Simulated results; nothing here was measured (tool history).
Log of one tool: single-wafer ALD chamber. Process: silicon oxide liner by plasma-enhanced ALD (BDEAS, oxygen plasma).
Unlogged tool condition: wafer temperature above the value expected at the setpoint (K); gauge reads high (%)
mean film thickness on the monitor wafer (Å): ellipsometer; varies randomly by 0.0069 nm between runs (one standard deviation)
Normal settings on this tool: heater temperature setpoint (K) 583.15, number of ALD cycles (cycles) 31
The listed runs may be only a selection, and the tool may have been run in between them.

run	hour	heater temperature setpoint (K)	number of ALD cycles (cycles)	wafers since the last listed run	hours since the last thermocouple change	hours since the gauge calibration	read-back reference wafer on the same gauge, thickness_nm	mean film thickness on the monitor wafer (Å)
1	0	583.15	27	0	116.8	652.6	2.63	24.02
2	61	583.15	27	526	177.8	713.6	2.627	24.04
3	105.7	575.15	31	385	222.5	758.3	2.631	28.2
4	300.3	575.15	31	1680	417.1	952.9	2.629	28.29
5	345.1	575.15	31	386	461.9	997.7	2.632	28.18
6	398.6	583.15	31	461	515.4	1051.2	2.63	27.79
7	431.7	583.15	31	285	548.5	1084.3	2.631	27.8
8	497.7	579.15	31	569	614.5	1150.3	2.631	27.85
9	522.8	575.15	34	216	639.6	1175.4	2.631	31.08
10	588.4	575.15	34	566	705.2	1241	2.628	31.06
# hour 613.1: gauge calibrated
11	645.7	575.15	34	494	762.5	32.6	2.63	31.11
12	712.6	583.15	31	577	829.4	99.5	2.63	27.66
13	742.4	583.15	31	257	859.2	129.3	2.63	27.8
14	778.5	583.15	36	311	895.3	165.4	2.63	32.39
15	834.8	596.15	37	486	951.6	221.7	2.633	32.39
16	892.6	572.15	36	499	1009.4	279.5	2.628	33.43
# hour 906.6: thermocouple changed; heater temperature recalibrated
17	920.3	583.15	31	170	13.7	307.2	2.631	27.68
18	991.6	583.15	26	615	85	378.5	2.63	23.31

For run 19, what comes out?
19	1023.8	590.15	37	278	117.2	410.7	?	?

{"run 19": {"read-back reference wafer on the same gauge, thickness_nm": 2.632, "mean film thickness on the monitor wafer (Å)": 32.8}}
Take away the tool's hidden state, keep the run-to-run variation as it was, and the same run would have given mean film thickness on the monitor wafer (Å) 32.59.
